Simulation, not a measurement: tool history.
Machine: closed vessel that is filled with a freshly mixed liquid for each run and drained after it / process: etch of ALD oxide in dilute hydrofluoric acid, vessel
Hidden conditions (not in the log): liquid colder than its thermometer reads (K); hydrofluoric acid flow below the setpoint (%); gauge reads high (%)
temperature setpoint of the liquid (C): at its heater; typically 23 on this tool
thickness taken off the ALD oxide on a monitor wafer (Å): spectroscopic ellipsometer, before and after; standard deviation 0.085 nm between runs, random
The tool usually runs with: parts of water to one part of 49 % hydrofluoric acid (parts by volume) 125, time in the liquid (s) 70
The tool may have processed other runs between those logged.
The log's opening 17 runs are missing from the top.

run,hour,temperature setpoint of the liquid (C),parts of water to one part of 49 % hydrofluoric acid (parts by volume),time in the liquid (s),wafers since the last listed run,hours since the thermometer was replaced,hours since the hydrofluoric acid flow meter was replaced,hours since the gauge calibration,"read-back film thickness of the ALD oxide reference wafer, read on the same gauge (nm)",thickness taken off the ALD oxide on a monitor wafer (Å)
# hour 806.1: thermometer replaced
18,830.4,21,125,110,4895,24.3,1144,2148.4,59.99,156.7
# hour 861.8: gauge calibrated
19,868.6,23,65,60,3501,62.5,1182.2,6.8,60,192.5
20,908.3,26.5,125,95,3639,102.2,1221.9,46.5,60.03,169.3
21,972.2,23,125,85,5857,166.1,1285.8,110.4,59.99,131.6
22,1009.9,21,185,35,3455,203.8,1323.5,148.1,60.01,31.2
23,1038.8,23,65,90,2649,232.7,1352.4,177,60,288.5
24,1126,20.5,145,100,7993,319.9,1439.6,264.2,59.99,115.5
25,1186.6,23,125,70,5555,380.5,1500.2,324.8,60,106
26,1215.5,23,125,70,2649,409.4,1529.1,353.7,60.01,106.2
27,1268,23,125,70,4812,461.9,1581.6,406.2,60,106.1
# hour 1272.8: hydrofluoric acid flow meter replaced
28,1468.4,23,125,70,18278,662.3,195.6,606.6,60.01,116.5
29,1495.2,24.5,155,55,2456,689.1,222.4,633.4,59.99,74.1
30,1546.6,23,125,70,4711,740.5,273.8,684.8,60.03,114.8
31,1581.6,19.5,125,95,3208,775.5,308.8,719.8,60.01,133.3
32,1649.9,23,165,70,6260,843.8,377.1,788.1,60.01,83.1
33,1720.3,28,125,100,6453,914.2,447.5,858.5,59.98,195.1
34,1786.2,24.5,155,55,6040,980.1,513.4,924.4,60,73.1
35,1834.9,23,125,70,4464,1028.8,562.1,973.1,60.02,113.7

Forecast each of these 3 alternatives for the next run:
A,1835.6,23,145,70,64,1029.5,562.8,973.8,?,?
B,1835.6,23,100,70,64,1029.5,562.8,973.8,?,?
C,1835.6,23,165,80,64,1029.5,562.8,973.8,?,?

run,"read-back film thickness of the ALD oxide reference wafer, read on the same gauge (nm)",thickness taken off the ALD oxide on a monitor wafer (Å)
A,60.01,95
B,60.01,145.3
C,60.01,93.3
The same runs, with their run-to-run variation unchanged, on a tool lacking any hidden condition would have given:
run,thickness taken off the ALD oxide on a monitor wafer (Å)
A,98.3
B,150.2
C,96.6
